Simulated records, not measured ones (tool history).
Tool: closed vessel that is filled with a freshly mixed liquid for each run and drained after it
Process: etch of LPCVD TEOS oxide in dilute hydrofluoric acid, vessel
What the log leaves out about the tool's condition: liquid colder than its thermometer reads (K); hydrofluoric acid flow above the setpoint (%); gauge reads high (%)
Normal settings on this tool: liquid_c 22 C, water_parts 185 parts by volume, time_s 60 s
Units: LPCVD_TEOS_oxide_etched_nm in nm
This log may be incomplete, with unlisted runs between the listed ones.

| run | hour | liquid_c | water_parts | time_s | wafers since the last listed run | hours since the thermometer was replaced | hours since the hydrofluoric acid flow meter was replaced | hours since the gauge calibration | read-back film thickness of the LPCVD TEOS oxide reference wafer, read on the same gauge (nm) | LPCVD_TEOS_oxide_etched_nm |
|---|---|---|---|---|---|---|---|---|---|---|
| 1 | 0 | 25 | 185 | 60 | 0 | 2361.1 | 1605.9 | 80.9 | 40 | 6.01 |
| 2 | 6.2 | 22 | 185 | 40 | 462 | 2367.3 | 1612.1 | 87.1 | 39.98 | 3.61 |
| 3 | 19.6 | 22 | 185 | 40 | 999 | 2380.7 | 1625.5 | 100.5 | 39.99 | 3.6 |
| 4 | 26 | 22 | 185 | 40 | 477 | 2387.1 | 1631.9 | 106.9 | 40 | 3.56 |
| 5 | 41.7 | 22 | 185 | 60 | 1170 | 2402.8 | 1647.6 | 122.6 | 40.01 | 5.33 |
| 6 | 49.5 | 22 | 185 | 60 | 581 | 2410.6 | 1655.4 | 130.4 | 40.02 | 5.36 |
| 7 | 66.4 | 22 | 185 | 70 | 1260 | 2427.5 | 1672.3 | 147.3 | 40 | 6.3 |
| 8 | 84 | 22 | 185 | 70 | 1312 | 2445.1 | 1689.9 | 164.9 | 39.99 | 6.31 |
| 9 | 91.2 | 22 | 185 | 70 | 536 | 2452.3 | 1697.1 | 172.1 | 40.01 | 6.27 |
| 10 | 105.6 | 22 | 185 | 60 | 1073 | 2466.7 | 1711.5 | 186.5 | 39.98 | 5.41 |
| 11 | 122.5 | 22 | 185 | 60 | 1260 | 2483.6 | 1728.4 | 203.4 | 40.01 | 5.33 |
| 12 | 131.3 | 22 | 185 | 60 | 656 | 2492.4 | 1737.2 | 212.2 | 40.01 | 5.38 |
| 13 | 148.2 | 25.5 | 150 | 90 | 1260 | 2509.3 | 1754.1 | 229.1 | 39.99 | 11.63 |
|  | 155 | thermometer replaced |
| 14 | 163.8 | 22 | 185 | 60 | 1088 | 8.8 | 1769.7 | 244.7 | 39.98 | 5.87 |
| 15 | 170.8 | 25 | 185 | 60 | 521 | 15.8 | 1776.7 | 251.7 | 40 | 6.63 |
| 16 | 177.5 | 24.5 | 185 | 60 | 499 | 22.5 | 1783.4 | 258.4 | 40 | 6.49 |
| 17 | 183.6 | 19.5 | 185 | 30 | 454 | 28.6 | 1789.5 | 264.5 | 40 | 2.65 |
| 18 | 199.2 | 19 | 220 | 80 | 1163 | 44.2 | 1805.1 | 280.1 | 40 | 5.71 |
| 19 | 221.4 | 22 | 185 | 70 | 1655 | 66.4 | 1827.3 | 302.3 | 40.01 | 6.81 |
| 20 | 241.2 | 20.5 | 105 | 80 | 1476 | 86.2 | 1847.1 | 322.1 | 40 | 14.12 |
| 21 | 248.4 | 22 | 155 | 60 | 536 | 93.4 | 1854.3 | 329.3 | 40.01 | 7.23 |
|  | 249.7 | hydrofluoric acid flow meter replaced |
| 22 | 255.5 | 24 | 185 | 30 | 454 | 100.5 | 5.8 | 336.4 | 40.03 | 3.15 |
| 23 | 267.7 | 22 | 185 | 30 | 909 | 112.7 | 18 | 348.6 | 40.01 | 2.91 |
|  | 277.4 | gauge calibrated |
| 24 | 280.1 | 22 | 185 | 90 | 924 | 125.1 | 30.4 | 2.7 | 40 | 8.75 |
| 25 | 297.1 | 22 | 185 | 60 | 1267 | 142.1 | 47.4 | 19.7 | 39.99 | 5.87 |
| 26 | 311.7 | 22 | 245 | 30 | 1088 | 156.7 | 62 | 34.3 | 39.99 | 2.05 |
| 27 | 317.9 | 25 | 185 | 70 | 462 | 162.9 | 68.2 | 40.5 | 40 | 7.68 |
| 28 | 328.9 | 19.5 | 225 | 90 | 820 | 173.9 | 79.2 | 51.5 | 39.99 | 6.29 |
| 29 | 341.3 | 22 | 120 | 40 | 924 | 186.3 | 91.6 | 63.9 | 39.99 | 6.42 |
| 30 | 350.1 | 22 | 215 | 60 | 656 | 195.1 | 100.4 | 72.7 | 39.99 | 4.86 |
| 31 | 359.2 | 25 | 185 | 70 | 678 | 204.2 | 109.5 | 81.8 | 39.99 | 7.68 |
| 32 | 376.2 | 22 | 185 | 60 | 1267 | 221.2 | 126.5 | 98.8 | 40 | 5.89 |
| 33 | 390.4 | 19.5 | 185 | 45 | 1058 | 235.4 | 140.7 | 113 | 39.98 | 3.96 |
| 34 | 408.2 | 20 | 185 | 70 | 1327 | 253.2 | 158.5 | 130.8 | 40 | 6.27 |

Take each entry between the runs: how does the hidden state at the last listed run before it differ from the hidden state at the first listed run after it?
Runs 13 to 14: thermometer replaced (hour 155)
  liquid colder than its thermometer reads (K): 2.48 -> 0.0478
  measured minus no-state result, LPCVD_TEOS_oxide_etched_nm: -1.16 -> -0.01 nm
Runs 21 to 22: hydrofluoric acid flow meter replaced (hour 249.7)
  liquid colder than its thermometer reads (K): 0.127 -> 0.134
  measured minus no-state result, LPCVD_TEOS_oxide_etched_nm: -0.03 -> -0.02 nm
Runs 23 to 24: gauge calibrated (hour 277.4)
  liquid colder than its thermometer reads (K): 0.145 -> 0.157
  measured minus no-state result, LPCVD_TEOS_oxide_etched_nm: -0.02 -> -0.05 nm

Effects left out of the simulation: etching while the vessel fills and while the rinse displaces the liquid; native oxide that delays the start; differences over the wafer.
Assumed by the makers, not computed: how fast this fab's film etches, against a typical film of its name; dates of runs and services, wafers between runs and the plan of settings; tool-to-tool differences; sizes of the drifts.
